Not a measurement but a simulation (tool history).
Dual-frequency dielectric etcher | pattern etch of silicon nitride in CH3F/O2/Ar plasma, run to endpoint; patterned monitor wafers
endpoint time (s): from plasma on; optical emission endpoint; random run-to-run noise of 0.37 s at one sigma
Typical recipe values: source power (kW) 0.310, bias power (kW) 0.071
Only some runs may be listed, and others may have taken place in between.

run,hour,source power (kW),bias power (kW),wafers since the last listed run,hours since the last wet clean,hours since the last source power generator calibration,hours since the last bias power generator calibration,hours since the last upper electrode change,"incoming incoming film thickness, nm",endpoint time (s)
1,0.0,0.310,0.071,0,575.7,2287.0,3210.3,1879.4,36.42,52.5
2,61.9,0.310,0.071,601,637.6,2348.9,3272.2,1941.3,36.63,52.8
# hour 93.2: wet clean of the chamber
3,158.3,0.310,0.071,703,65.1,2445.3,3368.6,2037.7,36.38,53.8
4,205.4,0.370,0.071,457,112.2,2492.4,3415.7,2084.8,36.50,49.6
5,255.2,0.370,0.071,483,162.0,2542.2,3465.5,2134.6,36.08,48.3
6,319.1,0.370,0.071,620,225.9,2606.1,3529.4,2198.5,36.30,48.3
7,359.5,0.310,0.059,392,266.3,2646.5,3569.8,2238.9,36.31,56.2
8,446.7,0.310,0.065,846,353.5,2733.7,3657.0,2326.1,36.43,55.2
9,512.8,0.310,0.065,641,419.6,2799.8,3723.1,2392.2,36.13,54.4
10,559.5,0.330,0.067,453,466.3,2846.5,3769.8,2438.9,35.90,51.5
11,621.4,0.330,0.067,601,528.2,2908.4,3831.7,2500.8,36.40,51.9
# hour 703.6: wet clean of the chamber
12,709.4,0.310,0.071,621,5.8,2996.4,3919.7,2588.8,36.36,55.0
13,764.2,0.310,0.071,532,60.6,3051.2,3974.5,2643.6,36.57,55.0
14,805.2,0.310,0.071,398,101.6,3092.2,4015.5,2684.6,36.28,53.9
15,881.6,0.310,0.063,741,178.0,3168.6,4091.9,2761.0,36.51,57.1
16,970.7,0.310,0.071,865,267.1,3257.7,4181.0,2850.1,36.18,53.1
17,1024.0,0.360,0.054,517,320.4,3311.0,4234.3,2903.4,36.42,54.3
# hour 1066.6: source power generator calibrated
18,1093.1,0.350,0.080,632,389.5,26.5,4303.4,2972.5,36.46,48.3

Run 19 comes next. What will it give?
# hour 1170.3: bias power generator calibrated
19,1197.6,0.240,0.084,976,494.0,131.0,27.3,3077.0,35.79,?

endpoint time (s): 57.9
Take away the tool's hidden state, keep the run-to-run variation as it was, and the same run would have given endpoint time (s) 59.7.

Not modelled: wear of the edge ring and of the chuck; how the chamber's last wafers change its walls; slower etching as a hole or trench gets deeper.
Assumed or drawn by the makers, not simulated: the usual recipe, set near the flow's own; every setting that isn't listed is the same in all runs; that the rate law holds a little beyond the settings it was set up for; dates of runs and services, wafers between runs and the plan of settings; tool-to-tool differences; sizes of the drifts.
